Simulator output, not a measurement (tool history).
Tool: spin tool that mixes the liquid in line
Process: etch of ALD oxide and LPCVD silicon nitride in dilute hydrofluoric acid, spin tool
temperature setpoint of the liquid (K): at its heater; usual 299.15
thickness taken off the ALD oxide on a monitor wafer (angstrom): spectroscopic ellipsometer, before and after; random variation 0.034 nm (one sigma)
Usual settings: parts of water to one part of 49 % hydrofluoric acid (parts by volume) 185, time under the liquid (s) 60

run	hour	temperature setpoint of the liquid (K)	parts of water to one part of 49 % hydrofluoric acid (parts by volume)	time under the liquid (s)	read-back film thickness of the ALD oxide reference wafer, read on the same gauge (nm)	thickness taken off the ALD oxide on a monitor wafer (angstrom)
1	0.0	299.15	210	60	40.004	41.34
2	34.8	299.15	210	60	39.985	41.82
3	68.8	299.15	185	60	39.994	48.26
4	103.5	299.15	185	60	40.003	48.33
5	134.0	299.15	185	60	39.998	48.64
6	160.7	296.15	140	60	39.999	59.80
7	183.8	296.15	140	60	39.991	60.47
8	198.6	299.15	165	60	40.014	55.91
9	213.5	299.15	185	60	40.008	48.51
10	249.5	299.15	185	60	40.007	47.74
# hour 305.5: gauge calibrated
11	342.6	299.15	240	60	39.999	33.89
# hour 358.7: hydrofluoric acid flow meter replaced
12	369.1	295.15	250	25	39.992	12.69
13	396.4	296.65	215	85	40.006	54.88
14	425.4	299.15	185	60	39.979	51.12
15	440.2	297.15	265	80	40.008	41.10
# hour 451.9: thermometer replaced
16	475.7	299.15	185	60	39.995	46.74
17	505.6	302.15	125	25	40.010	34.77
18	533.5	296.65	185	60	39.994	42.35
19	565.7	299.15	185	60	39.997	46.85
20	579.2	299.15	185	35	40.004	27.18
21	613.6	299.15	115	60	39.996	80.51
22	644.2	300.65	125	30	39.995	39.12
23	657.7	294.65	100	75	40.003	98.13
24	670.2	296.15	120	90	39.993	103.05
25	699.0	299.15	120	75	39.996	94.10
26	714.0	299.15	185	50	40.005	37.80
27	740.8	299.15	120	75	40.003	96.61

Some steps in thickness taken off the ALD oxide on a monitor wafer (angstrom) between neighbouring runs. How much of each would the tool show without its hidden state too (settings, what came in, random variation), and how much is left for the hidden state, with any gauge scatter that isn't in both results?
The hidden state here: liquid hotter than its thermometer reads (K); hydrofluoric acid flow below the setpoint (%); gauge reads high (%).
Run 12 -> 13: temperature setpoint of the liquid (K) 295.15 -> 296.65, parts of water to one part of 49 % hydrofluoric acid (parts by volume) 250 -> 215, time under the liquid (s) 25 -> 85. thickness taken off the ALD oxide on a monitor wafer (angstrom) +42.19: hidden state +2.93, all else +39.26.
Run 15 -> 16: temperature setpoint of the liquid (K) 297.15 -> 299.15, parts of water to one part of 49 % hydrofluoric acid (parts by volume) 265 -> 185, time under the liquid (s) 80 -> 60, thermometer replaced. thickness taken off the ALD oxide on a monitor wafer (angstrom) +5.64: hidden state -3.36, all else +9.00.
Run 22 -> 23: temperature setpoint of the liquid (K) 300.65 -> 294.65, parts of water to one part of 49 % hydrofluoric acid (parts by volume) 125 -> 100, time under the liquid (s) 30 -> 75. thickness taken off the ALD oxide on a monitor wafer (angstrom) +59.01: hidden state -1.77, all else +60.78.
Run 26 -> 27: parts of water to one part of 49 % hydrofluoric acid (parts by volume) 185 -> 120, time under the liquid (s) 50 -> 75. thickness taken off the ALD oxide on a monitor wafer (angstrom) +58.81: hidden state -2.44, all else +61.25.
